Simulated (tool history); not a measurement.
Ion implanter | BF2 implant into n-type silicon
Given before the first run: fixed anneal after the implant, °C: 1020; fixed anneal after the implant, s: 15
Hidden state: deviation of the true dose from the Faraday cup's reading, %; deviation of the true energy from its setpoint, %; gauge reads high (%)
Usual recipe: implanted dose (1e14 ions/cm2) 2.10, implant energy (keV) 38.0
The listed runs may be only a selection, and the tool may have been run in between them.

run,day,implanted dose (1e14 ions/cm2),implant energy (keV),wafers since the last listed run,hours since the last dose calibration,hours since the extraction supply was calibrated,hours since the gauge calibration,"read-back reference wafer on the same gauge, sheet resistance",sheet resistance of the implanted and annealed layer (ohm/square)
1,0.000,2.10,38.0,0,1335.2,2781.6,464.6,458.91,507.10
2,1.017,2.10,38.0,409,1359.6,2806.0,489.0,459.36,509.37
3,4.667,2.10,38.0,1470,1447.2,2893.6,576.6,460.05,505.39
4,6.446,2.10,38.0,716,1489.9,2936.3,619.3,459.02,511.91
5,10.254,2.10,38.0,1534,1581.3,3027.7,710.7,459.10,507.21
6,12.246,2.10,38.0,802,1629.1,3075.5,758.5,459.65,507.85
7,15.012,2.10,38.0,1114,1695.5,3141.9,824.9,458.37,508.31
# day 16.400: gauge calibrated
8,17.129,2.25,38.0,852,1746.3,3192.7,17.5,459.28,481.19
# day 18.758: extraction supply calibrated
9,19.533,2.25,38.0,834,1804.0,18.6,75.2,458.86,480.88
10,21.600,2.25,38.0,832,1853.6,68.2,124.8,459.59,480.36
# day 22.154: Faraday cup replaced and dose calibrated
11,23.938,2.10,38.0,807,42.8,124.3,180.9,458.52,492.11
12,25.579,2.44,48.5,661,82.2,163.7,220.3,458.43,428.88
13,26.708,2.53,34.5,454,109.3,190.8,247.4,458.73,431.66
14,28.675,2.55,32.5,792,156.5,238.0,294.6,459.09,427.75
15,30.008,1.54,45.0,537,188.5,270.0,326.6,459.32,625.55
16,31.767,1.73,51.0,708,230.7,312.2,368.8,458.99,562.50
17,35.308,1.60,34.0,1426,315.7,397.2,453.8,458.72,633.59
18,37.688,2.67,32.0,958,372.8,454.3,510.9,458.53,418.58
19,39.729,2.55,43.5,822,421.8,503.3,559.9,458.67,421.83
20,42.038,2.10,38.0,929,477.2,558.7,615.3,459.05,504.10
21,50.112,2.58,43.5,3252,671.0,752.5,809.1,459.03,418.16

5 options for the next run, each taken on its own from the tool as it stands now. Forecast them:
A,50.129,2.39,38.0,6,671.4,752.9,809.5,?,?
B,50.129,2.47,38.0,6,671.4,752.9,809.5,?,?
C,50.129,2.43,50.0,6,671.4,752.9,809.5,?,?
D,50.129,1.80,25.0,6,671.4,752.9,809.5,?,?
E,50.129,2.32,43.5,6,671.4,752.9,809.5,?,?

run,"read-back reference wafer on the same gauge, sheet resistance",sheet resistance of the implanted and annealed layer (ohm/square)
A,459.20,456.37
B,459.20,444.12
C,459.20,435.71
D,459.20,603.51
E,459.20,460.54
Had the tool no hidden state, the same runs would have come out as:
run,sheet resistance of the implanted and annealed layer (ohm/square)
A,447.94
B,435.89
C,427.72
D,592.21
E,452.11

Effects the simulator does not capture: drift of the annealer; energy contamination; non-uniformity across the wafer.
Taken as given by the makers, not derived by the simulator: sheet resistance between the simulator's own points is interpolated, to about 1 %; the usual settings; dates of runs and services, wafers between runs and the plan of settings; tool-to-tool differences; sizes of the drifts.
